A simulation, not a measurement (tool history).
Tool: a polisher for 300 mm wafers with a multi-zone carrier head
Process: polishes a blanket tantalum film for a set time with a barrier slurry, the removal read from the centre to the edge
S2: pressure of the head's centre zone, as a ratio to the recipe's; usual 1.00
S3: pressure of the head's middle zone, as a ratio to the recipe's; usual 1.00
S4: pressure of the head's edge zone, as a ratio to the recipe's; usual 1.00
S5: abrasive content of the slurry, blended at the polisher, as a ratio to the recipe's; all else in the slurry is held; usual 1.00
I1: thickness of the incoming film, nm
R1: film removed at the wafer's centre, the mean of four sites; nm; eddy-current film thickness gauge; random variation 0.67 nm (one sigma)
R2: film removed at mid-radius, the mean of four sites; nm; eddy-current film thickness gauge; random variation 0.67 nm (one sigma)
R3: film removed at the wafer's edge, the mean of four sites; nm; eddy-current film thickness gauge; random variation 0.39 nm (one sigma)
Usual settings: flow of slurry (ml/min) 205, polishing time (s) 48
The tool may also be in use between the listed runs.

run 1 hour=0.0 | flow_of_slurry_(ml/min)=225 S2=1.00 S3=1.07 S4=1.00 S5=1.00 polishing_time_(s)=48 | I1=188.6 | R1=44.8 R2=48.8 R3=48.7
run 2 hour=35.3 | flow_of_slurry_(ml/min)=205 S2=1.00 S3=1.00 S4=1.00 S5=1.00 polishing_time_(s)=55 | I1=186.8 | R1=51.4 R2=54.6 R3=55.2
run 3 hour=59.5 | flow_of_slurry_(ml/min)=205 S2=1.00 S3=1.00 S4=1.00 S5=1.00 polishing_time_(s)=55 | I1=191.2 | R1=51.8 R2=53.5 R3=55.7
run 4 hour=104.1 | flow_of_slurry_(ml/min)=205 S2=1.00 S3=1.00 S4=1.00 S5=1.00 polishing_time_(s)=55 | I1=187.8 | R1=51.1 R2=53.7 R3=55.2
run 5 hour=147.4 | flow_of_slurry_(ml/min)=205 S2=1.00 S3=1.00 S4=1.00 S5=1.00 polishing_time_(s)=48 | I1=188.9 | R1=44.4 R2=46.0 R3=47.3
run 6 hour=207.6 | flow_of_slurry_(ml/min)=205 S2=1.00 S3=1.00 S4=1.00 S5=1.00 polishing_time_(s)=48 | I1=190.6 | R1=44.6 R2=47.5 R3=47.7
run 7 hour=249.0 | flow_of_slurry_(ml/min)=205 S2=1.00 S3=0.92 S4=1.00 S5=1.00 polishing_time_(s)=53 | I1=193.0 | R1=46.8 R2=48.2 R3=52.4
run 8 hour=273.5 | flow_of_slurry_(ml/min)=160 S2=1.00 S3=1.00 S4=1.00 S5=1.00 polishing_time_(s)=63 | I1=189.0 | R1=60.0 R2=59.5 R3=60.6
run 9 hour=354.6 | flow_of_slurry_(ml/min)=205 S2=1.00 S3=1.00 S4=1.11 S5=1.00 polishing_time_(s)=48 | I1=191.7 | R1=45.9 R2=46.8 R3=50.7
run 10 hour=379.3 | flow_of_slurry_(ml/min)=205 S2=1.00 S3=1.00 S4=1.00 S5=1.00 polishing_time_(s)=48 | I1=190.0 | R1=47.6 R2=46.8 R3=47.6
run 11 hour=439.5 | flow_of_slurry_(ml/min)=205 S2=1.00 S3=1.00 S4=1.00 S5=1.00 polishing_time_(s)=48 | I1=191.1 | R1=47.1 R2=46.9 R3=48.0
run 12 hour=468.2 | flow_of_slurry_(ml/min)=205 S2=1.00 S3=1.00 S4=1.00 S5=1.00 polishing_time_(s)=48 | I1=189.3 | R1=47.8 R2=46.9 R3=47.7
run 13 hour=530.8 | flow_of_slurry_(ml/min)=205 S2=1.00 S3=1.10 S4=1.00 S5=1.25 polishing_time_(s)=63 | I1=190.9 | R1=64.9 R2=67.8 R3=64.8
run 14 hour=565.0 | flow_of_slurry_(ml/min)=205 S2=1.00 S3=1.00 S4=1.00 S5=1.00 polishing_time_(s)=40 | I1=192.4 | R1=40.0 R2=39.3 R3=39.7
run 15 hour=615.4 | flow_of_slurry_(ml/min)=205 S2=1.00 S3=1.00 S4=0.94 S5=1.00 polishing_time_(s)=32 | I1=190.7 | R1=31.6 R2=31.3 R3=30.9
run 16 hour=646.6 | flow_of_slurry_(ml/min)=205 S2=1.00 S3=0.93 S4=0.92 S5=0.80 polishing_time_(s)=62 | I1=190.3 | R1=56.5 R2=54.6 R3=56.5
run 17 hour=688.2 | flow_of_slurry_(ml/min)=205 S2=1.00 S3=0.90 S4=1.00 S5=1.25 polishing_time_(s)=48 | I1=192.6 | R1=48.8 R2=46.6 R3=50.1
run 18 hour=739.2 | flow_of_slurry_(ml/min)=205 S2=1.00 S3=1.00 S4=1.00 S5=1.00 polishing_time_(s)=48 | I1=191.8 | R1=46.0 R2=46.6 R3=47.3
run 19 hour=770.6 | flow_of_slurry_(ml/min)=205 S2=1.11 S3=0.96 S4=1.00 S5=1.15 polishing_time_(s)=48 | I1=190.2 | R1=50.0 R2=46.3 R3=49.8
run 20 hour=836.7 | flow_of_slurry_(ml/min)=145 S2=0.91 S3=1.00 S4=1.00 S5=0.90 polishing_time_(s)=54 | I1=186.6 | R1=44.7 R2=48.8 R3=50.7
run 21 hour=887.9 | flow_of_slurry_(ml/min)=155 S2=1.00 S3=1.00 S4=0.88 S5=1.20 polishing_time_(s)=48 | I1=194.2 | R1=44.6 R2=47.8 R3=44.7
run 22 hour=945.6 | flow_of_slurry_(ml/min)=205 S2=1.00 S3=1.00 S4=1.00 S5=1.00 polishing_time_(s)=48 | I1=190.8 | R1=45.5 R2=47.0 R3=47.2

Not shown: 8 entries that the log had between the listed runs. Between which runs, and how does the tool's hidden state differ before and after?
Between runs 3 and 4: worn pad replaced by a new one (hour 85.2)
  deviation of the centre zone's pressure from its setpoint, %: -8.8 -> -9.72
  measured less the result without the state, R1: -3.0 -> -3.3 nm
Between runs 7 and 8: centre zone pressure recalibrated (hour 254.5)
  deviation of the centre zone's pressure from its setpoint, %: -13 -> -0.601
  measured less the result without the state, R1: -4.1 -> -0.2 nm
Between runs 8 and 9: carrier head's membrane replaced by a new one (hour 293.6); worn pad replaced by a new one (hour 344.3)
  deviation of the centre zone's pressure from its setpoint, %: -0.601 -> -0.702
  measured less the result without the state, R1: -0.2 -> -0.2 nm
Between runs 10 and 11: slurry nozzle cleaned (hour 383.1)
  deviation of the centre zone's pressure from its setpoint, %: -0.761 -> -0.956
  measured less the result without the state, R1: -0.3 -> -0.3 nm
Between runs 11 and 12: edge zone pressure recalibrated (hour 443.4)
  deviation of the centre zone's pressure from its setpoint, %: -0.956 -> -1.08
  measured less the result without the state, R1: -0.3 -> -0.3 nm
Between runs 14 and 15: worn pad replaced by a new one (hour 597.9)
  deviation of the centre zone's pressure from its setpoint, %: -1.61 -> -1.96
  measured less the result without the state, R1: -0.4 -> -0.4 nm
Between runs 21 and 22: worn pad replaced by a new one (hour 896.3)
  deviation of the centre zone's pressure from its setpoint, %: -4.81 -> -5.61
  measured less the result without the state, R1: -1.4 -> -1.7 nm

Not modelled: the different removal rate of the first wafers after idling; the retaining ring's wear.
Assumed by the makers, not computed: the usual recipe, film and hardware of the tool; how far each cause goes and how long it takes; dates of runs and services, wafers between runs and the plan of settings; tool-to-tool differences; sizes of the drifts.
